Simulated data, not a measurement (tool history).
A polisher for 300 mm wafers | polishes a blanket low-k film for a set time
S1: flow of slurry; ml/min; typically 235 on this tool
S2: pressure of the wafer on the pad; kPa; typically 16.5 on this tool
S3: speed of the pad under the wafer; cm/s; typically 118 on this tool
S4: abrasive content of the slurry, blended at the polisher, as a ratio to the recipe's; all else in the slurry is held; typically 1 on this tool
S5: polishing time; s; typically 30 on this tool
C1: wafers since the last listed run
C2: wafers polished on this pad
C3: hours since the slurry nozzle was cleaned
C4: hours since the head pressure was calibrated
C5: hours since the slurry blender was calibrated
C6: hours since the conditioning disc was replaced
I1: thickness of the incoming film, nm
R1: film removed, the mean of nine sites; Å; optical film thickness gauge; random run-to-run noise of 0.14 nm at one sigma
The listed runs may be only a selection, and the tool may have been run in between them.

run 1 hour=0 | S1=235 S2=16.5 S3=118 S4=1 S5=30 | C1=0 C2=2810 C3=609.4 C4=284.3 C5=202.8 C6=300.6 | I1=558.7 | R1=147
-- hour=50.5 slurry nozzle cleaned
-- hour=78.5 conditioning disc replaced and pad reconditioned
-- hour=88.4 worn pad replaced by a new one
run 2 hour=105.5 | S1=235 S2=16.5 S3=118 S4=1 S5=30 | C1=1131 C2=196 C3=55 C4=389.8 C5=308.3 C6=27 | I1=559 | R1=149
-- hour=173.6 slurry blender recalibrated
run 3 hour=209.9 | S1=235 S2=16.5 S3=118 S4=1 S5=30 | C1=1176 C2=1373 C3=159.4 C4=494.2 C5=36.3 C6=131.4 | I1=559.2 | R1=161
run 4 hour=315.4 | S1=235 S2=16.5 S3=118 S4=1 S5=30 | C1=1211 C2=2584 C3=264.9 C4=599.7 C5=141.8 C6=236.9 | I1=560.7 | R1=151
run 5 hour=374.1 | S1=235 S2=16.5 S3=118 S4=1 S5=30 | C1=674 C2=3259 C3=323.6 C4=658.4 C5=200.5 C6=295.6 | I1=571.1 | R1=145
-- hour=447.4 conditioning disc replaced and pad reconditioned
-- hour=460.4 worn pad replaced by a new one
run 6 hour=475 | S1=235 S2=16.5 S3=118 S4=0.8 S5=30 | C1=1090 C2=167 C3=424.5 C4=759.3 C5=301.4 C6=27.6 | I1=565.5 | R1=138
run 7 hour=541.1 | S1=235 S2=16.5 S3=118 S4=0.8 S5=30 | C1=759 C2=926 C3=490.6 C4=825.4 C5=367.5 C6=93.7 | I1=547.7 | R1=131
-- hour=577.9 slurry blender recalibrated
run 8 hour=622.1 | S1=235 S2=16.5 S3=118 S4=0.8 S5=30 | C1=907 C2=1834 C3=571.6 C4=906.4 C5=44.2 C6=174.7 | I1=556.7 | R1=144
-- hour=629 slurry nozzle cleaned
run 9 hour=689.2 | S1=235 S2=16.5 S3=118 S4=1 S5=30 | C1=759 C2=2593 C3=60.2 C4=973.5 C5=111.3 C6=241.8 | I1=554.9 | R1=154
run 10 hour=725.7 | S1=235 S2=16.5 S3=118 S4=1 S5=30 | C1=419 C2=3012 C3=96.7 C4=1010 C5=147.8 C6=278.3 | I1=568.7 | R1=150
-- hour=788.6 conditioning disc replaced and pad reconditioned
-- hour=799.3 worn pad replaced by a new one
run 11 hour=819.4 | S1=235 S2=16.5 S3=118 S4=1.15 S5=30 | C1=1007 C2=231 C3=190.4 C4=1103.7 C5=241.5 C6=30.8 | I1=560.3 | R1=163
-- hour=922.8 slurry blender recalibrated
run 12 hour=926.7 | S1=235 S2=16.5 S3=118 S4=1 S5=30 | C1=1209 C2=1440 C3=297.7 C4=1211 C5=3.9 C6=138.1 | I1=561.2 | R1=162
run 13 hour=999.3 | S1=235 S2=16.5 S3=118 S4=1 S5=30 | C1=833 C2=2274 C3=370.3 C4=1283.6 C5=76.5 C6=210.7 | I1=567.3 | R1=157
run 14 hour=1037.7 | S1=235 S2=16.5 S3=104 S4=1 S5=21 | C1=441 C2=2715 C3=408.7 C4=1322 C5=114.9 C6=249.1 | I1=566.5 | R1=97
-- hour=1112.4 conditioning disc replaced and pad reconditioned
-- hour=1132.2 head pressure recalibrated
run 15 hour=1132.7 | S1=290 S2=20 S3=118 S4=1 S5=23 | C1=1045 C2=3760 C3=503.7 C4=0.5 C5=209.9 C6=20.3 | I1=556 | R1=145
-- hour=1187.4 worn pad replaced by a new one
run 16 hour=1225.3 | S1=235 S2=16.5 S3=88 S4=1 S5=30 | C1=1017 C2=435 C3=596.3 C4=93.1 C5=302.5 C6=112.9 | I1=560 | R1=118
-- hour=1283.6 slurry nozzle cleaned
-- hour=1286 slurry blender recalibrated
run 17 hour=1309.9 | S1=280 S2=16.5 S3=78 S4=1.1 S5=30 | C1=937 C2=1372 C3=26.3 C4=177.7 C5=23.9 C6=197.5 | I1=550.4 | R1=123
run 18 hour=1373.3 | S1=235 S2=16.5 S3=100 S4=1 S5=30 | C1=728 C2=2100 C3=89.7 C4=241.1 C5=87.3 C6=260.9 | I1=561.6 | R1=135
run 19 hour=1415.4 | S1=235 S2=16.5 S3=118 S4=0.8 S5=30 | C1=483 C2=2584 C3=131.8 C4=283.2 C5=129.4 C6=303 | I1=564 | R1=132
run 20 hour=1459.6 | S1=190 S2=16.5 S3=118 S4=1 S5=30 | C1=507 C2=3091 C3=176 C4=327.4 C5=173.6 C6=347.2 | I1=554.6 | R1=138

What does the tool deliver on the next run?
-- hour=1482.2 conditioning disc replaced and pad reconditioned
run 21 hour=1526.1 | S1=235 S2=16.5 S3=118 S4=1 S5=30 | C1=740 C2=3832 C3=242.5 C4=393.9 C5=240.1 C6=43.9 | I1=559.9 | R1=?

R1: 153 Å
Had the tool carried no hidden state, the very same run would have given R1 165 Å.
